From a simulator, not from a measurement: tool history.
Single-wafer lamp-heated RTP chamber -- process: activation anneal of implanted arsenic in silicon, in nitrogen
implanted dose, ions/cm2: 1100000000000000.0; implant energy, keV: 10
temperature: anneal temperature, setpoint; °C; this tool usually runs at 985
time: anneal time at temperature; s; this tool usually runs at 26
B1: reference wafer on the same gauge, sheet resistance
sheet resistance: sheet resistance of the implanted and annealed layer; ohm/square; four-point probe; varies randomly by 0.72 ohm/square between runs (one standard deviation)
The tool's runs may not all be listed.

run 1 hour=0.0 | temperature=995 time=33 | B1=124.96 | sheet_resistance=121.91
run 2 hour=71.0 | temperature=995 time=33 | B1=124.91 | sheet_resistance=119.91
run 3 hour=161.1 | temperature=985 time=26 | B1=125.01 | sheet_resistance=131.50
-- hour=180.0 pyrometer window cleaned and pyrometer calibrated
run 4 hour=204.1 | temperature=985 time=26 | B1=125.19 | sheet_resistance=137.77
run 5 hour=275.4 | temperature=962 time=26 | B1=125.06 | sheet_resistance=150.84
run 6 hour=354.1 | temperature=977 time=26 | B1=125.03 | sheet_resistance=137.35
run 7 hour=453.2 | temperature=977 time=26 | B1=125.08 | sheet_resistance=134.88
run 8 hour=527.5 | temperature=977 time=26 | B1=125.06 | sheet_resistance=135.24
-- hour=578.2 pyrometer window cleaned and pyrometer calibrated
-- hour=578.5 gauge calibrated
run 9 hour=613.0 | temperature=994 time=21 | B1=124.88 | sheet_resistance=131.25
run 10 hour=703.0 | temperature=985 time=26 | B1=125.12 | sheet_resistance=130.40
run 11 hour=743.9 | temperature=963 time=39 | B1=125.07 | sheet_resistance=134.32
run 12 hour=805.0 | temperature=972 time=37 | B1=125.08 | sheet_resistance=129.02
-- hour=827.2 reflector plate cleaned
run 13 hour=877.2 | temperature=1012 time=15 | B1=125.00 | sheet_resistance=127.35

Estimate the outcome of run 14 from the log above:
run 14 hour=933.2 | temperature=985 time=26 | B1=? | sheet_resistance=?

{"run 14": {"B1": 125.12, "sheet resistance": 132.59}}
With the hidden condition absent and the run-to-run variation left alone, this run would have shown sheet resistance 143.98 ohm/square.
